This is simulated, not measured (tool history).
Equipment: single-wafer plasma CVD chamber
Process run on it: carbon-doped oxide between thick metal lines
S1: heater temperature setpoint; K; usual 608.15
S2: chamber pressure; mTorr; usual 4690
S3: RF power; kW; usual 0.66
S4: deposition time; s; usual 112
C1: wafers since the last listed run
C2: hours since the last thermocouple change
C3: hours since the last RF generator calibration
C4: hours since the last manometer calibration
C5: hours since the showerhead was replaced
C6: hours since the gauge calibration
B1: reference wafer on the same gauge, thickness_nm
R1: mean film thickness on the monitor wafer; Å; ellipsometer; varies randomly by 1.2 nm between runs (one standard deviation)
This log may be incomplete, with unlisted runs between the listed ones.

run	hour	S1	S2	S3	S4	C1	C2	C3	C4	C5	C6	B1	R1
1	0	608.15	4690	0.66	112	0	1987.1	2474.4	1925.3	3624.7	213.9	594.007	6834.23
2	12.5	608.15	4690	0.66	112	132	1999.6	2486.9	1937.8	3637.2	226.4	593.581	6842.68
3	21	608.15	4690	0.66	112	90	2008.1	2495.4	1946.3	3645.7	234.9	593.78	6854.58
4	33.8	608.15	5100	0.66	112	136	2020.9	2508.2	1959.1	3658.5	247.7	593.457	6936.92
# hour 52.3: thermocouple changed; heater temperature recalibrated
# hour 53.4: showerhead replaced
5	53.9	608.15	4690	0.66	112	116	1.6	2528.3	1979.2	0.5	267.8	594.183	6863.2
6	78.3	608.15	4690	0.66	112	259	26	2552.7	2003.6	24.9	292.2	593.701	6853.35
7	93.2	608.15	4690	0.56	112	158	40.9	2567.6	2018.5	39.8	307.1	594.482	6360.62
8	101.3	603.15	4690	0.66	112	86	49	2575.7	2026.6	47.9	315.2	594.209	6929.71
9	108.1	608.15	3870	0.66	112	72	55.8	2582.5	2033.4	54.7	322	593.798	6670.33
10	118.1	608.15	4690	0.66	112	106	65.8	2592.5	2043.4	64.7	332	593.878	6838.96
11	127.9	614.15	3640	0.7	123	104	75.6	2602.3	2053.2	74.5	341.8	593.956	7341.52
12	165.4	608.15	4690	0.66	112	398	113.1	2639.8	2090.7	112	379.3	593.975	6842.1
# hour 165.8: gauge calibrated
# hour 174.3: RF generator calibrated
13	181.8	608.15	3720	0.715	120	89	129.5	7.5	2107.1	128.4	16	593.761	7181.96
14	196	608.15	4030	0.66	94	151	143.7	21.7	2121.3	142.6	30.2	594.113	5492.9
# hour 211.8: capacitance manometer re-zeroed and calibrated
15	212.3	608.15	4690	0.565	112	88	160	38	0.5	158.9	46.5	594.026	6219.25
16	226	621.15	4690	0.66	112	145	173.7	51.7	14.2	172.6	60.2	593.81	6476.07
17	240.1	597.15	4690	0.66	112	149	187.8	65.8	28.3	186.7	74.3	594.245	6885.01
18	254.6	614.15	3760	0.72	94	154	202.3	80.3	42.8	201.2	88.8	593.984	5575.27
19	267.7	608.15	4690	0.66	112	139	215.4	93.4	55.9	214.3	101.9	593.956	6668.91
20	282.6	608.15	4690	0.66	112	158	230.3	108.3	70.8	229.2	116.8	594.04	6681.4
21	309.4	608.15	4690	0.66	112	285	257.1	135.1	97.6	256	143.6	594.179	6669.3
# hour 319.9: RF generator calibrated, repeated, since the last time left the tool worse
22	320.4	608.15	3740	0.575	94	31	268.1	0.5	108.6	267	154.6	594.016	5339.49
23	328.2	608.15	4690	0.59	125	82	275.9	8.3	116.4	274.8	162.4	594.443	7394.15
24	335.9	621.15	3770	0.575	118	81	283.6	16	124.1	282.5	170.1	593.945	6491.12
25	348.6	608.15	4690	0.66	112	135	296.3	28.7	136.8	295.2	182.8	594.037	6992.27
26	363.7	593.15	4690	0.66	112	160	311.4	43.8	151.9	310.3	197.9	594.387	7287.29
27	380.5	622.15	4690	0.66	112	178	328.2	60.6	168.7	327.1	214.7	593.592	6734.01
28	389.3	595.15	5840	0.66	101	93	337	69.4	177.5	335.9	223.5	594.055	6745.44
29	403.1	608.15	4690	0.66	112	146	350.8	83.2	191.3	349.7	237.3	594.442	6981.05

Alternative continuations, all from the tool just after run 29; predict every row:
A	403.5	608.15	4690	0.66	112	4	351.2	83.6	191.7	350.1	237.7	?	?
B	403.5	594.15	3790	0.745	112	4	351.2	83.6	191.7	350.1	237.7	?	?
C	403.5	608.15	4690	0.695	112	4	351.2	83.6	191.7	350.1	237.7	?	?

run	B1	R1
A	593.923	6978.65
B	593.923	7446.61
C	593.923	7146.93
Without the tool's hidden state the same runs would have given:
run	R1
A	7022.21
B	7493.09
C	7191.54

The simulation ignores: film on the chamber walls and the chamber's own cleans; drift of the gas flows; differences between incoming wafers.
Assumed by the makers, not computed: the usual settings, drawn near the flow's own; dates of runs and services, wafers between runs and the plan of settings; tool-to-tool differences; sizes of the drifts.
